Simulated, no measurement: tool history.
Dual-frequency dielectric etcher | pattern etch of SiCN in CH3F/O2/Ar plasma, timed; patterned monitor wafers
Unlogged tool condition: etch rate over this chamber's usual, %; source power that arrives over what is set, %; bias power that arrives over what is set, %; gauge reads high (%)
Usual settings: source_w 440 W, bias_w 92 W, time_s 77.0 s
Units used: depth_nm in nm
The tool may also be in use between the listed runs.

run   hour  source_w  bias_w  time_s  wafers since the last listed run  hours since the last wet clean  hours since the last source power generator calibration  hours since the last bias power generator calibration  hours since the last upper electrode change  hours since the gauge calibration  read-back reference wafer on the same gauge, depth_nm  depth_nm
  1    0.0       440      92    77.0                                 0                           526.1                                                   4004.1                                                 2320.7                                       4474.4                               75.3                                                  35.18     34.27
  2    8.2       440      92    77.0                                73                           534.3                                                   4012.3                                                 2328.9                                       4482.6                               83.5                                                  35.23     34.02
  3   22.1       440      92    77.0                               125                           548.2                                                   4026.2                                                 2342.8                                       4496.5                               97.4                                                  35.21     34.25
  4   33.3       360      92    77.0                               100                           559.4                                                   4037.4                                                 2354.0                                       4507.7                              108.6                                                  35.20     32.94
      71.3  -- upper electrode replaced, of another model than before
  5   71.8       360      92    77.0                               130                           597.9                                                   4075.9                                                 2392.5                                          0.5                              147.1                                                  35.21     33.60
  6   72.1       360      92    77.0                                 2                           598.2                                                   4076.2                                                 2392.8                                          0.8                              147.4                                                  35.18     33.50
  7   72.5       440      92    59.5                                 3                           598.6                                                   4076.6                                                 2393.2                                          1.2                              147.8                                                  35.18     26.58
  8   78.0       390      92    77.0                                49                           604.1                                                   4082.1                                                 2398.7                                          6.7                              153.3                                                  35.20     33.84
      88.6  -- bias power generator calibrated
  9   92.8       530      71    99.5                                97                           618.9                                                   4096.9                                                    4.2                                         21.5                              168.1                                                  35.23     41.37
     107.8  -- source power generator calibrated
     126.7  -- wet clean of the chamber
     127.5  -- gauge calibrated
 10  131.0       440      92    77.0                               138                             4.3                                                     23.2                                                   42.4                                         59.7                                3.5                                                  35.21     32.25
 11  138.7       440      92    93.5                                69                            12.0                                                     30.9                                                   50.1                                         67.4                               11.2                                                  35.20     39.38
 12  149.3       520      77    99.0                                95                            22.6                                                     41.5                                                   60.7                                         78.0                               21.8                                                  35.24     40.02
 13  156.8       440      92    77.0                                67                            30.1                                                     49.0                                                   68.2                                         85.5                               29.3                                                  35.20     32.33
 14  173.4       330      78    58.5                               149                            46.7                                                     65.6                                                   84.8                                        102.1                               45.9                                                  35.19     22.29

Below are 5 alternative next runs, each starting from the tool's condition after run 14. Predict each:
  A  173.8       470      92    77.0                                 3                            47.1                                                     66.0                                                   85.2                                        102.5                               46.3                                                      ?         ?
  B  173.8       520      92    60.0                                 3                            47.1                                                     66.0                                                   85.2                                        102.5                               46.3                                                      ?         ?
  C  173.8       440      86    89.5                                 3                            47.1                                                     66.0                                                   85.2                                        102.5                               46.3                                                      ?         ?
  D  173.8       520      92    77.0                                 3                            47.1                                                     66.0                                                   85.2                                        102.5                               46.3                                                      ?         ?
  E  173.8       360      82    91.5                                 3                            47.1                                                     66.0                                                   85.2                                        102.5                               46.3                                                      ?         ?

run  read-back reference wafer on the same gauge, depth_nm  depth_nm
  A                                                  35.26     32.76
  B                                                  35.26     25.90
  C                                                  35.26     36.76
  D                                                  35.26     33.24
  E                                                  35.26     35.97
Take away the tool's hidden state, keep each run's random variation, and the runs would have read:
run  depth_nm
  A     32.81
  B     25.94
  C     36.82
  D     33.29
  E     36.03
